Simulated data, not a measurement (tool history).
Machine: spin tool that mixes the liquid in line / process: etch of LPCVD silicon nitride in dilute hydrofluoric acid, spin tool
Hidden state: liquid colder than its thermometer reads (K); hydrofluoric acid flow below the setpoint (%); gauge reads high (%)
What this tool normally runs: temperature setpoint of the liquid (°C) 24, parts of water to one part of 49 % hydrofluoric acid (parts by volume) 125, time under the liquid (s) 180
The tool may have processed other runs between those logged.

run    hour  temperature setpoint of the liquid (°C)  parts of water to one part of 49 % hydrofluoric acid (parts by volume)  time under the liquid (s)  wafers since the last listed run  hours since the thermometer was replaced  hours since the hydrofluoric acid flow meter was replaced  hours since the gauge calibration  read-back film thickness of the LPCVD silicon nitride reference wafer, read on the same gauge (nm)  thickness taken off the LPCVD silicon nitride on a monitor wafer (Å)
  1       0                                       24                                                                     125                        180                                 0                                    1699.4                                                     1063.7                              555.2                                                                                              80.011                                                                  7.18
  2    36.4                                       24                                                                     125                        180                               300                                    1735.8                                                     1100.1                              591.6                                                                                              79.994                                                                  6.88
  3   107.6                                       24                                                                     125                        180                               588                                      1807                                                     1171.3                              662.8                                                                                              80.024                                                                  7.09
  4   151.1                                       24                                                                     125                        180                               359                                    1850.5                                                     1214.8                              706.3                                                                                              79.987                                                                  7.07
  5   195.1                                     21.5                                                                     125                        115                               363                                    1894.5                                                     1258.8                              750.3                                                                                              80.011                                                                  3.93
  6   256.6                                     21.5                                                                     125                        115                               507                                      1956                                                     1320.3                              811.8                                                                                              80.008                                                                  3.87
      278.6  -- thermometer replaced
      298.6  -- hydrofluoric acid flow meter replaced
  7   302.4                                     21.5                                                                     125                        115                               361                                      23.8                                                        3.8                              857.6                                                                                              79.994                                                                  4.44
  8   363.3                                       24                                                                     125                        180                               503                                      84.7                                                       64.7                              918.5                                                                                               80.01                                                                  7.95
  9   402.1                                       24                                                                     125                        180                               320                                     123.5                                                      103.5                              957.3                                                                                              79.997                                                                  7.66
      451.3  -- gauge calibrated
 10   468.7                                       24                                                                     125                        180                               550                                     190.1                                                      170.1                               17.4                                                                                              79.998                                                                  7.74
 11   538.2                                       24                                                                     125                        180                               574                                     259.6                                                      239.6                               86.9                                                                                              79.974                                                                  7.74
 12   589.7                                       24                                                                     125                        180                               425                                     311.1                                                      291.1                              138.4                                                                                              79.981                                                                  7.56
 13   646.1                                       22                                                                     125                        180                               465                                     367.5                                                      347.5                              194.8                                                                                              80.033                                                                  6.77
 14   696.2                                     28.5                                                                     170                        180                               413                                     417.6                                                      397.6                              244.9                                                                                              79.954                                                                  7.46
 15   756.8                                     25.5                                                                     170                        125                               500                                     478.2                                                      458.2                              305.5                                                                                              80.007                                                                  4.24
 16     827                                     22.5                                                                     125                        265                               579                                     548.4                                                      528.4                              375.7                                                                                              80.025                                                                  9.88
 17   895.1                                       24                                                                     125                        180                               562                                     616.5                                                      596.5                              443.8                                                                                              79.997                                                                  7.29
 18   942.3                                       24                                                                     125                        180                               389                                     663.7                                                      643.7                                491                                                                                              80.002                                                                  7.48
 19     984                                       24                                                                     170                        180                               344                                     705.4                                                      685.4                              532.7                                                                                              80.018                                                                  5.69
 20  1014.7                                       24                                                                     125                        180                               253                                     736.1                                                      716.1                              563.4                                                                                              80.045                                                                   6.9
 21  1041.1                                       26                                                                     125                        180                               218                                     762.5                                                      742.5                              589.8                                                                                              80.019                                                                  8.02
 22  1109.5                                       24                                                                      70                        250                               564                                     830.9                                                      810.9                              658.2                                                                                              80.011                                                                 17.92
 23  1147.2                                     21.5                                                                     125                        100                               311                                     868.6                                                      848.6                              695.9                                                                                              80.011                                                                  3.32
 24    1201                                       19                                                                     155                        280                               444                                     922.4                                                      902.4                              749.7                                                                                              80.013                                                                  6.43
 25  1233.7                                     27.5                                                                     150                        100                               270                                     955.1                                                      935.1                              782.4                                                                                               80.01                                                                  4.35
 26  1293.8                                     26.5                                                                     125                        220                               496                                    1015.2                                                      995.2                              842.5                                                                                              79.987                                                                  9.88
 27  1323.6                                       24                                                                     145                        180                               246                                      1045                                                       1025                              872.3                                                                                              79.975                                                                  6.22
 28  1378.3                                       28                                                                     125                        180                               451                                    1099.7                                                     1079.7                                927                                                                                               79.98                                                                   9.6
 29  1416.6                                       24                                                                     125                        285                               316                                      1138                                                       1118                              965.3                                                                                              80.002                                                                 11.49
 30  1446.6                                       24                                                                     125                        180                               247                                      1168                                                       1148                              995.3                                                                                              79.951                                                                  7.16
     1448.8  -- gauge calibrated
 31    1494                                       24                                                                     125                        265                               391                                    1215.4                                                     1195.4                               45.2                                                                                              79.978                                                                 10.58

Alternative continuations, all from the tool just after run 31; predict every row:
  A  1494.5                                       24                                                                     125                        180                                 4                                    1215.9                                                     1195.9                               45.7                                                                                                   ?                                                                     ?
  B  1494.5                                     27.5                                                                     170                        245                                 4                                    1215.9                                                     1195.9                               45.7                                                                                                   ?                                                                     ?
  C  1494.5                                       27                                                                     180                        180                                 4                                    1215.9                                                     1195.9                               45.7                                                                                                   ?                                                                     ?
  D  1494.5                                       24                                                                      65                        150                                 4                                    1215.9                                                     1195.9                               45.7                                                                                                   ?                                                                     ?
  E  1494.5                                       24                                                                     105                        180                                 4                                    1215.9                                                     1195.9                               45.7                                                                                                   ?                                                                     ?

run  read-back film thickness of the LPCVD silicon nitride reference wafer, read on the same gauge (nm)  thickness taken off the LPCVD silicon nitride on a monitor wafer (Å)
  A                                                                                              79.998                                                                   7.1
  B                                                                                              79.998                                                                  8.87
  C                                                                                              79.998                                                                  5.96
  D                                                                                              79.998                                                                 11.28
  E                                                                                              79.998                                                                  8.43
With the hidden condition removed and each run's random variation left untouched, the same runs would have given:
run  thickness taken off the LPCVD silicon nitride on a monitor wafer (Å)
  A                                                                  7.99
  B                                                                 10.01
  C                                                                  6.73
  D                                                                 12.69
  E                                                                   9.5
